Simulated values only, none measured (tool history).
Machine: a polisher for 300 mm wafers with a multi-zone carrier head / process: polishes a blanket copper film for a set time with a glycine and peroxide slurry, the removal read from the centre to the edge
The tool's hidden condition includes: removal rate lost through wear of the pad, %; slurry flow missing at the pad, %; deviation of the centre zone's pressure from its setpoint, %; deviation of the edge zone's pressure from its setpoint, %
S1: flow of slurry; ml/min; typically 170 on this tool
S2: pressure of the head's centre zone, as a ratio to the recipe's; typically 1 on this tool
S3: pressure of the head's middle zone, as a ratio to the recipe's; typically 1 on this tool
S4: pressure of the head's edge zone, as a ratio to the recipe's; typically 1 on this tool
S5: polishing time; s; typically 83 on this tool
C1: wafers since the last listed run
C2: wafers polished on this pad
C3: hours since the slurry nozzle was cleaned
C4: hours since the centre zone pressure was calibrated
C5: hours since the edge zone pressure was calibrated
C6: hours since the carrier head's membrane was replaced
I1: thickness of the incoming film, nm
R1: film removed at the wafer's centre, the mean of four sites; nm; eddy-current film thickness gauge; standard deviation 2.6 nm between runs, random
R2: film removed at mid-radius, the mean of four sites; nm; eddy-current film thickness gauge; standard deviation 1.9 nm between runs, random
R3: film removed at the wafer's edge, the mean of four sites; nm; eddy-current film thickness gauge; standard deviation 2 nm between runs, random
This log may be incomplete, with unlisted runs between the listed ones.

run 1 hour=0 | S1=170 S2=0.93 S3=1 S4=1 S5=83 | C1=0 C2=292 C3=157.4 C4=254.6 C5=322.1 C6=1063.3 | I1=1012.7 | R1=224.7 R2=229.6 R3=241.8
run 2 hour=14.8 | S1=170 S2=0.93 S3=1 S4=1 S5=83 | C1=87 C2=380 C3=172.2 C4=269.4 C5=336.9 C6=1078.1 | I1=1009.8 | R1=226.7 R2=230.1 R3=240.1
run 3 hour=31.5 | S1=170 S2=0.93 S3=1 S4=1 S5=83 | C1=98 C2=478 C3=188.9 C4=286.1 C5=353.6 C6=1094.8 | I1=1005.9 | R1=225.4 R2=232.8 R3=240.2
run 4 hour=45.6 | S1=170 S2=1.03 S3=1 S4=1.07 S5=83 | C1=83 C2=562 C3=203 C4=300.2 C5=367.7 C6=1108.9 | I1=988.5 | R1=238.4 R2=228.8 R3=243.6
run 5 hour=51.7 | S1=170 S2=1.06 S3=1 S4=1 S5=83 | C1=36 C2=598 C3=209.1 C4=306.3 C5=373.8 C6=1115 | I1=1011.9 | R1=244.8 R2=227.7 R3=238.2
run 6 hour=61.6 | S1=170 S2=1.06 S3=1 S4=1 S5=83 | C1=58 C2=656 C3=219 C4=316.2 C5=383.7 C6=1124.9 | I1=1028.8 | R1=241 R2=226.5 R3=238.8
run 7 hour=72.5 | S1=170 S2=1.06 S3=1 S4=1 S5=83 | C1=64 C2=721 C3=229.9 C4=327.1 C5=394.6 C6=1135.8 | I1=1020.9 | R1=244.7 R2=229.4 R3=238.4
-- hour=80.5 edge zone pressure recalibrated
run 8 hour=83.1 | S1=170 S2=1 S3=1 S4=1 S5=76 | C1=50 C2=771 C3=240.5 C4=337.7 C5=2.6 C6=1146.4 | I1=997 | R1=214.9 R2=212.8 R3=219.7
run 9 hour=94.9 | S1=170 S2=1.06 S3=1 S4=1 S5=94 | C1=69 C2=841 C3=252.3 C4=349.5 C5=14.4 C6=1158.2 | I1=1016.2 | R1=276.4 R2=255.9 R3=270.2
-- hour=103.8 slurry nozzle cleaned
run 10 hour=104.3 | S1=170 S2=1 S3=1 S4=1 S5=83 | C1=49 C2=891 C3=0.5 C4=358.9 C5=23.8 C6=1167.6 | I1=1021.3 | R1=260.8 R2=250.6 R3=253
run 11 hour=111.8 | S1=225 S2=1.04 S3=1 S4=1.04 S5=83 | C1=44 C2=935 C3=8 C4=366.4 C5=31.3 C6=1175.1 | I1=996 | R1=272.8 R2=255.8 R3=256.8
-- hour=115.9 worn pad replaced by a new one
-- hour=125.5 carrier head's membrane replaced by a new one
run 12 hour=128 | S1=170 S2=1 S3=1 S4=1 S5=83 | C1=42 C2=42 C3=24.2 C4=382.6 C5=47.5 C6=2.5 | I1=1000.3 | R1=253.2 R2=245.3 R3=251.8
-- hour=130.6 centre zone pressure recalibrated
run 13 hour=139.2 | S1=155 S2=1 S3=1 S4=1 S5=70 | C1=54 C2=96 C3=35.4 C4=8.6 C5=58.7 C6=13.7 | I1=996.2 | R1=209.3 R2=202.1 R3=208
run 14 hour=155.6 | S1=125 S2=1 S3=0.95 S4=1 S5=100 | C1=96 C2=193 C3=51.8 C4=25 C5=75.1 C6=30.1 | I1=1017.8 | R1=286.1 R2=264.9 R3=289.7
run 15 hour=166.3 | S1=170 S2=1.1 S3=1 S4=1.11 S5=70 | C1=63 C2=256 C3=62.5 C4=35.7 C5=85.8 C6=40.8 | I1=996.5 | R1=223.3 R2=201.2 R3=215.9
run 16 hour=173.3 | S1=205 S2=1 S3=1.1 S4=1.08 S5=67 | C1=41 C2=297 C3=69.5 C4=42.7 C5=92.8 C6=47.8 | I1=1018.5 | R1=203.7 R2=209.2 R3=211.5
run 17 hour=186.4 | S1=170 S2=1 S3=1 S4=1 S5=83 | C1=77 C2=375 C3=82.6 C4=55.8 C5=105.9 C6=60.9 | I1=1011.6 | R1=244.3 R2=237.5 R3=245.8

For each entry between runs, how does the tool's hidden state at the last listed run before it compare with that at the first listed run after it?
Logged between run 7 and run 8: edge zone pressure recalibrated (hour 80.5)
  slurry flow missing at the pad, %: 45.8 -> 46.1
  measured minus no-state result, R1: -23.6 -> -20.9 nm; R2: -19.4 -> -18.2 nm; R3: -14.2 -> -13.2 nm
Logged between run 9 and run 10: slurry nozzle cleaned (hour 103.8)
  slurry flow missing at the pad, %: 46.4 -> 1.8
  measured minus no-state result, R1: -27.2 -> -0.7 nm; R2: -22 -> -0.6 nm; R3: -16.4 -> -0.4 nm
Logged between run 11 and run 12: worn pad replaced by a new one (hour 115.9); carrier head's membrane replaced by a new one (hour 125.5)
  slurry flow missing at the pad, %: 5.47 -> 12.3
  measured minus no-state result, R1: -1.7 -> -4.7 nm; R2: -1.4 -> -4 nm; R3: -1.1 -> -3 nm
Logged between run 12 and run 13: centre zone pressure recalibrated (hour 130.6)
  slurry flow missing at the pad, %: 12.3 -> 16.3
  measured minus no-state result, R1: -4.7 -> -5.7 nm; R2: -4 -> -4.9 nm; R3: -3 -> -3.6 nm

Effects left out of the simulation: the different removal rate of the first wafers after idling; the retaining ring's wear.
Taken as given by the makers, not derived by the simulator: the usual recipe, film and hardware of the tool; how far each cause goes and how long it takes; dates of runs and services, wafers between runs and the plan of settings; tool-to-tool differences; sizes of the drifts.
